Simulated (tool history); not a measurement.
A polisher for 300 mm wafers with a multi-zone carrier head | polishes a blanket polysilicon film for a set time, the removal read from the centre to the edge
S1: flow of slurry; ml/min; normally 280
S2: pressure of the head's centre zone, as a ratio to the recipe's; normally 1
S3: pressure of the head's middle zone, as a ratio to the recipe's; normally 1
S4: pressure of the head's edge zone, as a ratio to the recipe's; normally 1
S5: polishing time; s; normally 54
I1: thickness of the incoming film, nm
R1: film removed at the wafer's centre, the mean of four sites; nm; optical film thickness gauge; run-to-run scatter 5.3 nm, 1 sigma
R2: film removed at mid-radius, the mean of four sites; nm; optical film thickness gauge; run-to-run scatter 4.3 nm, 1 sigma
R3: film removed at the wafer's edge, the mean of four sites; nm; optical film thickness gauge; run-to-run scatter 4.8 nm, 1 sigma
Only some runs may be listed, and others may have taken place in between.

run,hour,S1,S2,S3,S4,S5,I1,R1,R2,R3
1,0,280,1,1,1,65,1774.6,448.6,456.1,465.4
# hour 99.2: worn pad replaced by a new one
2,100.5,280,1,1,1,54,1762.3,375.9,362.6,386.2
# hour 134.8: slurry nozzle cleaned
3,197,280,1,1,1,54,1771.7,374.8,378.7,379.6
4,285.8,280,1,1,1,54,1784.7,384.4,372.3,381
# hour 298.7: edge zone pressure recalibrated
5,371.6,280,1,1,1,54,1754.5,372.3,377.1,373.7
6,438.5,280,0.97,1.05,1,54,1769.7,364.3,384,386.5
7,498.2,280,1,1,1,54,1776.1,378.5,376.1,378.5
# hour 505: worn pad replaced by a new one
8,577.3,220,1,1.07,1.09,54,1756.7,361.7,374.7,389.4
# hour 597.4: slurry nozzle cleaned
9,640.5,280,1,1,1,54,1800.6,372.4,366.3,380.3
10,692.1,310,1,1,1,44,1785.7,312.9,308.2,312.4
# hour 717.1: carrier head's membrane replaced by a new one
11,753.3,280,1,1,1,54,1793.8,379.4,371.6,377.7
12,834.8,280,1,1.08,1,54,1800.3,378.8,388.3,381.1
13,940.7,280,1.1,1,1.09,42,1749.6,320.6,289,304.4
# hour 971: worn pad replaced by a new one
14,1005.1,320,1.06,1,0.93,40,1766.5,309.2,281.9,274.3
# hour 1007.3: centre zone pressure recalibrated
# hour 1063.8: slurry nozzle cleaned
15,1068.3,280,1,0.89,0.89,54,1778.4,374.7,363.1,364.5
16,1150,280,1,0.94,1,54,1796.6,370.6,358.6,385.1
17,1189.6,280,1,1,1,54,1788.5,368.6,373.3,376.9
18,1236.2,280,1,1,0.91,54,1802.2,370.9,367.9,368.1
19,1284.1,230,1.09,1,0.93,71,1772.6,523.3,474.7,468.2
# hour 1387: worn pad replaced by a new one
20,1392,280,1,1,1,54,1757.8,374.3,380.6,387.5
# hour 1429.5: edge zone pressure recalibrated
21,1451.4,280,1,1,1,54,1813.4,369.5,374.9,385.3

Alternative continuations, all from the tool just after run 21; predict every row:
A,1451.8,280,1,1,1,54,1789.4,?,?,?
B,1451.8,315,1,0.96,0.94,54,1789.4,?,?,?
C,1451.8,230,1,1,1,54,1789.4,?,?,?
D,1451.8,310,1.08,1,1,54,1789.4,?,?,?
E,1451.8,330,0.88,1,1.06,54,1789.4,?,?,?

run,R1,R2,R3
A,377.2,373.8,386.6
B,382.5,371.6,379.4
C,366.8,364.4,379.3
D,412.6,377.8,389.8
E,337.9,380.5,402.7
Had the tool no hidden state, the same runs would have come out as:
run,R1,R2,R3
A,377.2,373.8,386.6
B,382.5,371.6,379.4
C,366.8,364.4,379.3
D,412.6,377.8,389.8
E,337.9,380.5,402.7
